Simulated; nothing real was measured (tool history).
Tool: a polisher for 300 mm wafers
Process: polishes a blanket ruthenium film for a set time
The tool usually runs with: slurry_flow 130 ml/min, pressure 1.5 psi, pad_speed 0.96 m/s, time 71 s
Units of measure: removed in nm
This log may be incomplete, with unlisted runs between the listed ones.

| run | day | slurry_flow | pressure | pad_speed | time | incoming thickness of the incoming film, nm | removed |
|---|---|---|---|---|---|---|---|
| 1 | 0.000 | 130 | 1.5 | 0.96 | 71 | 502.5 | 45.5 |
| 2 | 1.162 | 130 | 1.5 | 0.96 | 71 | 493.7 | 44.8 |
| 3 | 3.462 | 130 | 1.5 | 0.96 | 71 | 506.6 | 44.9 |
| 4 | 5.950 | 130 | 1.5 | 0.96 | 71 | 493.7 | 43.9 |
| 5 | 8.217 | 155 | 1.5 | 0.96 | 71 | 498.8 | 44.4 |
|  | 12.475 | worn pad replaced by a new one |
| 6 | 15.979 | 155 | 1.5 | 0.96 | 71 | 502.9 | 49.7 |
|  | 17.675 | slurry nozzle cleaned |
| 7 | 18.233 | 155 | 1.5 | 0.96 | 71 | 495.9 | 48.5 |
| 8 | 19.742 | 130 | 1.5 | 0.96 | 71 | 503.7 | 47.6 |
| 9 | 21.433 | 130 | 1.5 | 0.96 | 71 | 494.1 | 46.8 |
| 10 | 23.817 | 130 | 1.5 | 0.96 | 71 | 493.8 | 45.8 |
| 11 | 25.683 | 130 | 1.5 | 0.96 | 71 | 498.0 | 45.0 |
| 12 | 27.325 | 130 | 1.4 | 0.96 | 71 | 500.8 | 40.8 |
| 13 | 29.779 | 130 | 1.4 | 0.96 | 71 | 506.3 | 40.7 |
| 14 | 30.896 | 130 | 1.4 | 0.96 | 71 | 503.3 | 40.4 |
|  | 31.325 | worn pad replaced by a new one |
| 15 | 32.838 | 130 | 1.5 | 0.96 | 71 | 495.7 | 48.6 |
| 16 | 35.671 | 130 | 1.5 | 0.96 | 83 | 490.4 | 55.6 |
| 17 | 37.271 | 130 | 1.5 | 0.80 | 71 | 505.4 | 38.6 |
| 18 | 38.854 | 110 | 1.9 | 0.96 | 54 | 502.3 | 42.3 |
| 19 | 40.812 | 130 | 1.9 | 0.96 | 71 | 493.2 | 56.3 |
| 20 | 42.696 | 130 | 1.1 | 0.96 | 71 | 499.9 | 36.0 |
|  | 42.858 | slurry nozzle cleaned |
| 21 | 43.900 | 160 | 1.1 | 0.76 | 61 | 508.2 | 24.5 |
| 22 | 46.092 | 130 | 1.5 | 0.96 | 71 | 499.2 | 45.4 |
| 23 | 47.938 | 130 | 1.5 | 1.26 | 71 | 499.1 | 57.3 |
|  | 52.454 | worn pad replaced by a new one |
| 24 | 52.583 | 130 | 1.5 | 0.80 | 71 | 499.4 | 39.3 |
|  | 54.758 | head pressure recalibrated |
| 25 | 54.888 | 130 | 1.5 | 1.20 | 52 | 509.3 | 43.5 |
| 26 | 57.046 | 130 | 1.5 | 0.96 | 62 | 499.4 | 41.2 |
| 27 | 59.867 | 130 | 1.7 | 0.96 | 95 | 495.8 | 68.9 |
| 28 | 61.058 | 130 | 1.5 | 1.26 | 71 | 498.5 | 60.1 |
| 29 | 62.371 | 160 | 1.5 | 1.08 | 71 | 494.9 | 53.8 |
|  | 65.138 | slurry nozzle cleaned |
| 30 | 65.342 | 130 | 1.5 | 0.96 | 71 | 503.0 | 44.6 |

The next listed run, before its measurement:
| 31 | 67.917 | 130 | 1.5 | 1.20 | 52 | 493.7 | ? |

{"run 31": {"removed": 40.5}}
With the hidden condition absent and the run-to-run variation left alone, this run would have shown removed 44.2 nm.
